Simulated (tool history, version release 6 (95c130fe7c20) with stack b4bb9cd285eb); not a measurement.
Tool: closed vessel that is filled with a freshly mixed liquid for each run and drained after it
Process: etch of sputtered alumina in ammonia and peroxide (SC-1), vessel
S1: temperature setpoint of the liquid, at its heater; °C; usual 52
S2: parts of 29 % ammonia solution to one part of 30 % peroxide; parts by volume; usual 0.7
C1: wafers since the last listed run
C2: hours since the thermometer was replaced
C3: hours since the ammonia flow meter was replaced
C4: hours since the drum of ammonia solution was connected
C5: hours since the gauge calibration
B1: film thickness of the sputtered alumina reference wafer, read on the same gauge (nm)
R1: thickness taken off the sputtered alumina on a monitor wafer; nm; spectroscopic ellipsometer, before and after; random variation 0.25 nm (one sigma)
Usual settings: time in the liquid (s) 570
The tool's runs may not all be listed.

Run 1, hour 0: usual settings; C1 0; C2 1280.2; C3 947.1; C4 481.8; C5 953.2; B1 39.99. Result: R1 36.73 nm.
Run 2, hour 37.8: usual settings; C1 3185; C2 1318; C3 984.9; C4 519.6; C5 991; B1 39.99. Result: R1 36.53 nm.
At hour 39.2: new drum of ammonia solution connected.
Run 3, hour 89.7: usual settings; C1 4289; C2 1369.9; C3 1036.8; C4 50.5; C5 1042.9; B1 39.99. Result: R1 36.45 nm.
Run 4, hour 129.8: usual settings; C1 3379; C2 1410; C3 1076.9; C4 90.6; C5 1083; B1 39.98. Result: R1 36.18 nm.
Run 5, hour 187.5: usual settings; C1 4863; C2 1467.7; C3 1134.6; C4 148.3; C5 1140.7; B1 40.01. Result: R1 36.48 nm.
Run 6, hour 250.2: usual settings; C1 5284; C2 1530.4; C3 1197.3; C4 211; C5 1203.4; B1 40.01. Result: R1 36.47 nm.
Run 7, hour 316.1: usual settings; C1 5554; C2 1596.3; C3 1263.2; C4 276.9; C5 1269.3; B1 39.98. Result: R1 36.27 nm.
At hour 354.5: ammonia flow meter replaced.
Run 8, hour 367.1: usual settings; C1 4214; C2 1647.3; C3 12.6; C4 327.9; C5 1320.3; B1 39.99. Result: R1 37.18 nm.
Run 9, hour 410.1: usual settings; C1 3624; C2 1690.3; C3 55.6; C4 370.9; C5 1363.3; B1 40.03. Result: R1 37.16 nm.
Run 10, hour 478.7: usual settings; C1 5781; C2 1758.9; C3 124.2; C4 439.5; C5 1431.9; B1 39.97. Result: R1 37.19 nm.
Run 11, hour 523.9: usual settings; C1 3809; C2 1804.1; C3 169.4; C4 484.7; C5 1477.1; B1 40. Result: R1 36.88 nm.
Run 12, hour 553.3: usual settings but S2 0.4 parts by volume, time in the liquid (s) 695; C1 2477; C2 1833.5; C3 198.8; C4 514.1; C5 1506.5; B1 40.01. Result: R1 42.93 nm.
At hour 556.3: new drum of ammonia solution connected.
At hour 576.2: thermometer replaced.
Run 13, hour 580.2: usual settings but S1 48 °C, S2 0.5 parts by volume, time in the liquid (s) 905; C1 2098; C2 4; C3 225.7; C4 23.9; C5 1533.4; B1 39.98. Result: R1 48.87 nm.
Run 14, hour 644.5: usual settings; C1 5419; C2 68.3; C3 290; C4 88.2; C5 1597.7; B1 40. Result: R1 39.11 nm.
Run 15, hour 672.7: usual settings but S2 0.9 parts by volume; C1 2376; C2 96.5; C3 318.2; C4 116.4; C5 1625.9; B1 40.01. Result: R1 40.75 nm.
Run 16, hour 698.1: usual settings but S1 48.5 °C, S2 0.85 parts by volume; C1 2140; C2 121.9; C3 343.6; C4 141.8; C5 1651.3; B1 39.99. Result: R1 33.34 nm.
Run 17, hour 737.8: usual settings but S1 42.5 °C, S2 0.95 parts by volume; C1 3345; C2 161.6; C3 383.3; C4 181.5; C5 1691; B1 40. Result: R1 24.2 nm.
Run 18, hour 805: usual settings but S2 0.95 parts by volume, time in the liquid (s) 875; C1 5663; C2 228.8; C3 450.5; C4 248.7; C5 1758.2; B1 39.99. Result: R1 62.43 nm.
Run 19, hour 833.8: usual settings but S1 55.5 °C, S2 1.05 parts by volume; C1 2427; C2 257.6; C3 479.3; C4 277.5; C5 1787; B1 39.99. Result: R1 49.82 nm.
At hour 853.6: thermometer replaced, repeated, since the last time left the tool worse.
Run 20, hour 860.6: usual settings but S1 47 °C, time in the liquid (s) 720; C1 2174; C2 7; C3 506.1; C4 304.3; C5 1813.8; B1 40. Result: R1 33.41 nm.
Run 21, hour 910.6: usual settings; C1 4214; C2 57; C3 556.1; C4 354.3; C5 1863.8; B1 40.01. Result: R1 35.39 nm.
At hour 933.7: gauge calibrated.
Run 22, hour 935.6: usual settings but S1 48.5 °C, S2 0.6 parts by volume; C1 2107; C2 82; C3 581.1; C4 379.3; C5 1.9; B1 39.99. Result: R1 28.71 nm.
At hour 965.9: new drum of ammonia solution connected.
Run 23, hour 966.4: usual settings but S1 57.5 °C, S2 0.9 parts by volume; C1 2511; C2 112.8; C3 611.9; C4 0.5; C5 32.7; B1 40.03. Result: R1 48.43 nm.
Run 24, hour 1034.5: usual settings; C1 5739; C2 180.9; C3 680; C4 68.6; C5 100.8; B1 39.98. Result: R1 35.36 nm.
Run 25, hour 1062.5: usual settings but S1 44 °C, S2 0.55 parts by volume; C1 2359; C2 208.9; C3 708; C4 96.6; C5 128.8; B1 40.02. Result: R1 22.06 nm.
Run 26, hour 1130.1: usual settings; C1 5697; C2 276.5; C3 775.6; C4 164.2; C5 196.4; B1 40.02. Result: R1 34.91 nm.
Run 27, hour 1187.6: usual settings; C1 4846; C2 334; C3 833.1; C4 221.7; C5 253.9; B1 40.01. Result: R1 35.57 nm.
Run 28, hour 1220.5: usual settings but S1 60 °C; C1 2772; C2 366.9; C3 866; C4 254.6; C5 286.8; B1 40. Result: R1 54.17 nm.
Run 29, hour 1269.7: usual settings; C1 4146; C2 416.1; C3 915.2; C4 303.8; C5 336; B1 39.99. Result: R1 35.44 nm.

Forecast each of these 3 alternatives for the next run:
Run A, hour 1270.5: usual settings; C1 67; C2 416.9; C3 916; C4 304.6; C5 336.8; B1 ?. Result: R1 ?.
Run B, hour 1270.5: usual settings but time in the liquid (s) 395; C1 67; C2 416.9; C3 916; C4 304.6; C5 336.8; B1 ?. Result: R1 ?.
Run C, hour 1270.5: usual settings but S1 49.5 °C, time in the liquid (s) 835; C1 67; C2 416.9; C3 916; C4 304.6; C5 336.8; B1 ?. Result: R1 ?.

run     B1     R1
  A  39.99  35.12
  B  39.99  24.34
  C  39.99  44.88
Without the tool's hidden state the same runs would have given:
run     R1
  A  34.49
  B   23.9
  C  44.07

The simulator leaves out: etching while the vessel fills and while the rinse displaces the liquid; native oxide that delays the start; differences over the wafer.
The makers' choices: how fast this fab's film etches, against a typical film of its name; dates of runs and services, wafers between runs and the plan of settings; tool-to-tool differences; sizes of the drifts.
